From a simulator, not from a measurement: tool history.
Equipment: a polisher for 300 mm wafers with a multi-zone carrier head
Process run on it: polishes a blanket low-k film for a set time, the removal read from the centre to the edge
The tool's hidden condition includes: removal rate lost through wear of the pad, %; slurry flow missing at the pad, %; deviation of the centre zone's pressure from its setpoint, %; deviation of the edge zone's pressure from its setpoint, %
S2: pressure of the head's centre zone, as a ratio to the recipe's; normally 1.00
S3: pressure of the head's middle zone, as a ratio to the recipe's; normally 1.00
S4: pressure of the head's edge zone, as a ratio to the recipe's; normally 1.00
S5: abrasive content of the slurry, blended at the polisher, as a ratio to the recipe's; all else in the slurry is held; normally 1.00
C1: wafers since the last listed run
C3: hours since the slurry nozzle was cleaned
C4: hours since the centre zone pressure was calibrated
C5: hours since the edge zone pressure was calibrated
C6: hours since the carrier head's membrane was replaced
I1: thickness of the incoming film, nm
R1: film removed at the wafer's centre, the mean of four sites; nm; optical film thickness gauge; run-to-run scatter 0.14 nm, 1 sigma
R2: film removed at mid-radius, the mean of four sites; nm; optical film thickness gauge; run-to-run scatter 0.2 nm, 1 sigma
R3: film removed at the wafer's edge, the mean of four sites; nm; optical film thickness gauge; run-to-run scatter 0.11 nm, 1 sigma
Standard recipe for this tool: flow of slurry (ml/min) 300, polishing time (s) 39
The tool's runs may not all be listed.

Run 1, day 0.000: usual settings; C1 0; wafers polished on this pad 1178; C3 233.9; C4 44.3; C5 41.7; C6 14.0; I1 686.0. Result: R1 15.9 nm, R2 16.5 nm, R3 16.7 nm.
Run 2, day 1.329: usual settings but flow of slurry (ml/min) 275; C1 543; wafers polished on this pad 1721; C3 265.8; C4 76.2; C5 73.6; C6 45.9; I1 694.3. Result: R1 15.5 nm, R2 16.5 nm, R3 16.6 nm.
Run 3, day 2.033: usual settings but flow of slurry (ml/min) 275; C1 288; wafers polished on this pad 2010; C3 282.7; C4 93.1; C5 90.5; C6 62.8; I1 685.9. Result: R1 15.7 nm, R2 16.3 nm, R3 16.5 nm.
At day 2.396: slurry nozzle cleaned.
Run 4, day 3.183: usual settings but flow of slurry (ml/min) 275; C1 453; wafers polished on this pad 2463; C3 18.9; C4 120.7; C5 118.1; C6 90.4; I1 688.8. Result: R1 16.7 nm, R2 17.3 nm, R3 17.3 nm.
At day 3.417: worn pad replaced by a new one.
Run 5, day 4.371: usual settings but S3 0.92; C1 417; wafers polished on this pad 390; C3 47.4; C4 149.2; C5 146.6; C6 118.9; I1 693.8. Result: R1 16.6 nm, R2 16.3 nm, R3 17.3 nm.
Run 6, day 4.921: usual settings but S3 0.92; C1 225; wafers polished on this pad 615; C3 60.6; C4 162.4; C5 159.8; C6 132.1; I1 697.0. Result: R1 16.6 nm, R2 15.9 nm, R3 17.2 nm.
Run 7, day 5.433: usual settings; C1 209; wafers polished on this pad 824; C3 72.9; C4 174.7; C5 172.1; C6 144.4; I1 693.2. Result: R1 16.7 nm, R2 17.0 nm, R3 17.3 nm.
Run 8, day 6.175: usual settings; C1 303; wafers polished on this pad 1128; C3 90.7; C4 192.5; C5 189.9; C6 162.2; I1 680.5. Result: R1 16.3 nm, R2 17.2 nm, R3 16.9 nm.
Run 9, day 6.958: usual settings but S3 0.90, S4 0.89, S5 0.85; C1 320; wafers polished on this pad 1448; C3 109.5; C4 211.3; C5 208.7; C6 181.0; I1 676.5. Result: R1 15.2 nm, R2 14.9 nm, R3 15.1 nm.
Run 10, day 7.721: usual settings; C1 311; wafers polished on this pad 1760; C3 127.8; C4 229.6; C5 227.0; C6 199.3; I1 700.4. Result: R1 16.5 nm, R2 16.3 nm, R3 16.9 nm.
Run 11, day 8.779: usual settings; C1 433; wafers polished on this pad 2193; C3 153.2; C4 255.0; C5 252.4; C6 224.7; I1 692.7. Result: R1 16.1 nm, R2 17.0 nm, R3 16.8 nm.
At day 9.742: worn pad replaced by a new one.
Run 12, day 10.250: usual settings; C1 533; wafers polished on this pad 207; C3 188.5; C4 290.3; C5 287.7; C6 260.0; I1 682.2. Result: R1 15.9 nm, R2 16.3 nm, R3 16.6 nm.
Run 13, day 10.838: usual settings but S2 0.94; C1 240; wafers polished on this pad 448; C3 202.6; C4 304.4; C5 301.8; C6 274.1; I1 689.5. Result: R1 15.0 nm, R2 16.5 nm, R3 16.7 nm.

Forecast run 14:
Run 14, day 12.338: usual settings; C1 613; wafers polished on this pad 1062; C3 238.6; C4 340.4; C5 337.8; C6 310.1; I1 699.0. Result: R1 ?, R2 ?, R3 ?.

{"run 14": {"R1": 15.7, "R2": 16.5, "R3": 16.6}}
Take away the tool's hidden state, keep the run-to-run variation as it was, and the same run would have given R1 17.0 nm, R2 17.7 nm, R3 17.5 nm.

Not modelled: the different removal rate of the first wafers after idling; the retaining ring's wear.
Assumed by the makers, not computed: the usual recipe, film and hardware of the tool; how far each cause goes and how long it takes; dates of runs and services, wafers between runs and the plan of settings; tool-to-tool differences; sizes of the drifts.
